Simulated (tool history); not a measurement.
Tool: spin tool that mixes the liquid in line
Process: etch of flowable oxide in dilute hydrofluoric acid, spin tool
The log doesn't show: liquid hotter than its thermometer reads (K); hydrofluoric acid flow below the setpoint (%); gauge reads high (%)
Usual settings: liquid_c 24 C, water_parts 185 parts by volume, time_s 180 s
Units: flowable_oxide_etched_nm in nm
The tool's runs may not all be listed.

| run | hour | liquid_c | water_parts | time_s | wafers since the last listed run | hours since the thermometer was replaced | hours since the hydrofluoric acid flow meter was replaced | hours since the gauge calibration | read-back film thickness of the flowable oxide reference wafer, read on the same gauge (nm) | flowable_oxide_etched_nm |
|---|---|---|---|---|---|---|---|---|---|---|
| 1 | 0 | 24 | 185 | 150 | 0 | 790.2 | 597.2 | 1286.5 | 39.98 | 33.66 |
| 2 | 211.4 | 24 | 185 | 150 | 1094 | 1001.6 | 808.6 | 1497.9 | 39.96 | 33.47 |
| 3 | 261.8 | 24 | 185 | 180 | 261 | 1052 | 859 | 1548.3 | 40 | 40.01 |
| 4 | 311.3 | 24 | 185 | 180 | 256 | 1101.5 | 908.5 | 1597.8 | 39.95 | 40.05 |
|  | 319.6 | hydrofluoric acid flow meter replaced |
| 5 | 365.9 | 24 | 185 | 180 | 277 | 1156.1 | 46.3 | 1652.4 | 40 | 41.56 |
| 6 | 406.9 | 24 | 185 | 180 | 212 | 1197.1 | 87.3 | 1693.4 | 39.96 | 41.49 |
| 7 | 444.1 | 24 | 145 | 180 | 192 | 1234.3 | 124.5 | 1730.6 | 39.99 | 55.53 |
| 8 | 471.4 | 24 | 145 | 180 | 141 | 1261.6 | 151.8 | 1757.9 | 39.99 | 55.06 |
|  | 488.3 | gauge calibrated |
| 9 | 520.9 | 24 | 145 | 180 | 256 | 1311.1 | 201.3 | 32.6 | 40 | 55.42 |
| 10 | 583 | 22.5 | 185 | 180 | 321 | 1373.2 | 263.4 | 94.7 | 40.02 | 39.01 |
| 11 | 637.3 | 24 | 185 | 180 | 281 | 1427.5 | 317.7 | 149 | 39.98 | 41.28 |
| 12 | 706.8 | 24 | 185 | 180 | 359 | 1497 | 387.2 | 218.5 | 39.98 | 41.43 |
| 13 | 741.8 | 24 | 185 | 180 | 181 | 1532 | 422.2 | 253.5 | 40 | 40.78 |
| 14 | 798.5 | 26.5 | 220 | 180 | 293 | 1588.7 | 478.9 | 310.2 | 40.01 | 36.26 |
|  | 843.7 | thermometer replaced |
| 15 | 852 | 28 | 185 | 180 | 271 | 8.3 | 532.4 | 363.7 | 40.03 | 47.75 |
| 16 | 895.2 | 20 | 110 | 280 | 223 | 51.5 | 575.6 | 406.9 | 40.03 | 99.35 |
| 17 | 937.1 | 22 | 185 | 180 | 216 | 93.4 | 617.5 | 448.8 | 40.01 | 37.58 |
| 18 | 976.9 | 24 | 155 | 220 | 206 | 133.2 | 657.3 | 488.6 | 40.04 | 61.73 |
| 19 | 1008.6 | 24 | 185 | 180 | 164 | 164.9 | 689 | 520.3 | 39.99 | 40.81 |
| 20 | 1048.5 | 20.5 | 160 | 180 | 206 | 204.8 | 728.9 | 560.2 | 40.02 | 41.82 |
| 21 | 1092.8 | 22 | 240 | 95 | 229 | 249.1 | 773.2 | 604.5 | 40.02 | 14.32 |
| 22 | 1130.6 | 24 | 185 | 180 | 195 | 286.9 | 811 | 642.3 | 40.03 | 40.07 |
| 23 | 1192 | 24 | 185 | 180 | 317 | 348.3 | 872.4 | 703.7 | 40 | 40.35 |
| 24 | 1236 | 25.5 | 250 | 180 | 227 | 392.3 | 916.4 | 747.7 | 39.98 | 29.26 |
| 25 | 1288 | 24 | 185 | 180 | 269 | 444.3 | 968.4 | 799.7 | 39.95 | 40.19 |
|  | 1316.9 | hydrofluoric acid flow meter replaced |
| 26 | 1333.3 | 25.5 | 210 | 245 | 229 | 489.6 | 16.4 | 845 | 39.98 | 50.97 |
| 27 | 1403.5 | 24 | 185 | 275 | 363 | 559.8 | 86.6 | 915.2 | 40.01 | 63.76 |
| 28 | 1474.6 | 24 | 185 | 180 | 368 | 630.9 | 157.7 | 986.3 | 40 | 41.26 |
| 29 | 1501.3 | 24 | 145 | 180 | 138 | 657.6 | 184.4 | 1013 | 39.96 | 54.88 |
| 30 | 1537.9 | 26.5 | 140 | 125 | 189 | 694.2 | 221 | 1049.6 | 40.03 | 44.33 |
| 31 | 1604.8 | 26 | 185 | 180 | 346 | 761.1 | 287.9 | 1116.5 | 40.01 | 44.42 |
| 32 | 1674.7 | 24 | 225 | 210 | 362 | 831 | 357.8 | 1186.4 | 40 | 37.99 |
| 33 | 1791.9 | 28.5 | 160 | 140 | 606 | 948.2 | 475 | 1303.6 | 39.93 | 44.7 |
| 34 | 1816.7 | 24 | 145 | 180 | 128 | 973 | 499.8 | 1328.4 | 39.95 | 54.56 |

3 ways to go on from here, each from the tool as it stands after run 34. What would each give?
| A | 1817.2 | 24 | 185 | 95 | 2 | 973.5 | 500.3 | 1328.9 | ? | ? |
| B | 1817.2 | 29 | 130 | 280 | 2 | 973.5 | 500.3 | 1328.9 | ? | ? |
| C | 1817.2 | 28.5 | 160 | 130 | 2 | 973.5 | 500.3 | 1328.9 | ? | ? |

| run | read-back film thickness of the flowable oxide reference wafer, read on the same gauge (nm) | flowable_oxide_etched_nm |
|---|---|---|
| A | 40.05 | 21.54 |
| B | 40.05 | 116.26 |
| C | 40.05 | 41.41 |
Without the tool's hidden state the same runs would have given:
| run | flowable_oxide_etched_nm |
|---|---|
| A | 22.06 |
| B | 119 |
| C | 42.41 |
